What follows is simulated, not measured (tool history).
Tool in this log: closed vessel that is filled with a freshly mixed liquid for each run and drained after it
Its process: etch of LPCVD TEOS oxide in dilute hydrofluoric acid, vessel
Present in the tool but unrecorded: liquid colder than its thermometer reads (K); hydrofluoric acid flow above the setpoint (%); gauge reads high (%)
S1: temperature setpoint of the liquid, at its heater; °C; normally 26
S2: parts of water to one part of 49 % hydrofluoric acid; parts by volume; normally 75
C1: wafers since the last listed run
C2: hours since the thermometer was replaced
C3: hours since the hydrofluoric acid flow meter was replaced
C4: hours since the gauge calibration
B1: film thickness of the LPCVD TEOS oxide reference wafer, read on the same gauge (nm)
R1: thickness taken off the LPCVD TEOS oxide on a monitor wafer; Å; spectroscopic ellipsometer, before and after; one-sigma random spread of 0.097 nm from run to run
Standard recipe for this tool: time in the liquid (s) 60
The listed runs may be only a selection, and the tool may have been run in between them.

run 1 hour=0 | S1=26 S2=75 time_in_the_liquid_(s)=60 | C1=0 C2=2196.5 C3=1932.9 C4=8.1 | B1=60.01 | R1=185.6
run 2 hour=22.8 | S1=26 S2=75 time_in_the_liquid_(s)=60 | C1=2848 C2=2219.3 C3=1955.7 C4=30.9 | B1=60.04 | R1=187.1
run 3 hour=41.5 | S1=26 S2=75 time_in_the_liquid_(s)=60 | C1=2336 C2=2238 C3=1974.4 C4=49.6 | B1=60 | R1=186.5
run 4 hour=75.6 | S1=26 S2=75 time_in_the_liquid_(s)=60 | C1=4259 C2=2272.1 C3=2008.5 C4=83.7 | B1=59.97 | R1=185.9
run 5 hour=89.3 | S1=23.5 S2=75 time_in_the_liquid_(s)=60 | C1=1711 C2=2285.8 C3=2022.2 C4=97.4 | B1=59.98 | R1=167.5
run 6 hour=116.9 | S1=23.5 S2=75 time_in_the_liquid_(s)=60 | C1=3447 C2=2313.4 C3=2049.8 C4=125 | B1=59.94 | R1=169.3
run 7 hour=145.8 | S1=26 S2=75 time_in_the_liquid_(s)=60 | C1=3610 C2=2342.3 C3=2078.7 C4=153.9 | B1=59.87 | R1=186.4
run 8 hour=159.1 | S1=24.5 S2=75 time_in_the_liquid_(s)=60 | C1=1661 C2=2355.6 C3=2092 C4=167.2 | B1=59.87 | R1=175.8
run 9 hour=177.1 | S1=24.5 S2=75 time_in_the_liquid_(s)=60 | C1=2248 C2=2373.6 C3=2110 C4=185.2 | B1=59.82 | R1=173.5
run 10 hour=189.2 | S1=26 S2=50 time_in_the_liquid_(s)=40 | C1=1511 C2=2385.7 C3=2122.1 C4=197.3 | B1=59.83 | R1=192.3
run 11 hour=215.7 | S1=26 S2=75 time_in_the_liquid_(s)=60 | C1=3310 C2=2412.2 C3=2148.6 C4=223.8 | B1=59.76 | R1=185.2
-- hour=238 hydrofluoric acid flow meter replaced
run 12 hour=242.7 | S1=26 S2=90 time_in_the_liquid_(s)=35 | C1=3248 C2=2439.2 C3=4.7 C4=250.8 | B1=59.67 | R1=88.3
run 13 hour=259.5 | S1=26 S2=55 time_in_the_liquid_(s)=60 | C1=2098 C2=2456 C3=21.5 C4=267.6 | B1=59.63 | R1=259.4
-- hour=265.8 thermometer replaced
run 14 hour=290 | S1=26 S2=55 time_in_the_liquid_(s)=60 | C1=3685 C2=24.2 C3=52 C4=298.1 | B1=59.52 | R1=262.2
run 15 hour=324.8 | S1=26 S2=75 time_in_the_liquid_(s)=60 | C1=4347 C2=59 C3=86.8 C4=332.9 | B1=59.44 | R1=184
run 16 hour=347.4 | S1=26 S2=110 time_in_the_liquid_(s)=60 | C1=2823 C2=81.6 C3=109.4 C4=355.5 | B1=59.34 | R1=121
run 17 hour=359.7 | S1=26 S2=55 time_in_the_liquid_(s)=60 | C1=1536 C2=93.9 C3=121.7 C4=367.8 | B1=59.3 | R1=259.2
run 18 hour=372.6 | S1=28 S2=75 time_in_the_liquid_(s)=80 | C1=1611 C2=106.8 C3=134.6 C4=380.7 | B1=59.27 | R1=267.5
run 19 hour=390.1 | S1=28.5 S2=45 time_in_the_liquid_(s)=85 | C1=2186 C2=124.3 C3=152.1 C4=398.2 | B1=59.19 | R1=503.2
run 20 hour=422.2 | S1=22.5 S2=100 time_in_the_liquid_(s)=60 | C1=4010 C2=156.4 C3=184.2 C4=430.3 | B1=59.02 | R1=117.1
run 21 hour=451.4 | S1=21.5 S2=75 time_in_the_liquid_(s)=35 | C1=3647 C2=185.6 C3=213.4 C4=459.5 | B1=58.89 | R1=89.5
-- hour=469.3 gauge calibrated
run 22 hour=470.9 | S1=28 S2=60 time_in_the_liquid_(s)=30 | C1=2436 C2=205.1 C3=232.9 C4=1.6 | B1=59.89 | R1=129.1
run 23 hour=485.3 | S1=22.5 S2=95 time_in_the_liquid_(s)=60 | C1=1798 C2=219.5 C3=247.3 C4=16 | B1=59.9 | R1=123.9
run 24 hour=500.5 | S1=21.5 S2=75 time_in_the_liquid_(s)=35 | C1=1898 C2=234.7 C3=262.5 C4=31.2 | B1=59.89 | R1=90.3
run 25 hour=519.3 | S1=26 S2=75 time_in_the_liquid_(s)=60 | C1=2348 C2=253.5 C3=281.3 C4=50 | B1=59.89 | R1=186
run 26 hour=540.9 | S1=26 S2=75 time_in_the_liquid_(s)=30 | C1=2698 C2=275.1 C3=302.9 C4=71.6 | B1=59.85 | R1=93.5
run 27 hour=556.6 | S1=28.5 S2=50 time_in_the_liquid_(s)=35 | C1=1961 C2=290.8 C3=318.6 C4=87.3 | B1=59.86 | R1=186.5
run 28 hour=573.4 | S1=26 S2=50 time_in_the_liquid_(s)=60 | C1=2098 C2=307.6 C3=335.4 C4=104.1 | B1=59.86 | R1=287
run 29 hour=597 | S1=26 S2=55 time_in_the_liquid_(s)=30 | C1=2948 C2=331.2 C3=359 C4=127.7 | B1=59.83 | R1=130.4
run 30 hour=624 | S1=26 S2=75 time_in_the_liquid_(s)=60 | C1=3372 C2=358.2 C3=386 C4=154.7 | B1=59.78 | R1=185.4

Below, some changes in R1 between adjacent runs. For each, the amount present without the hidden state too (settings, incoming material, random variation) and the amount remaining for the hidden state with gauge scatter not shared by both compared results:
Run 12 -> 13: S2 90 -> 55, time in the liquid (s) 35 -> 60. R1 +171.1 Å: hidden state -1.2, all else +172.3.
Run 16 -> 17: S2 110 -> 55. R1 +138.2 Å: hidden state -1.8, all else +140.
Run 18 -> 19: S1 28 -> 28.5, S2 75 -> 45, time in the liquid (s) 80 -> 85. R1 +235.7 Å: hidden state -3.6, all else +239.3.
Run 19 -> 20: S1 28.5 -> 22.5, S2 45 -> 100, time in the liquid (s) 85 -> 60. R1 -386.1 Å: hidden state +5.1, all else -391.2.
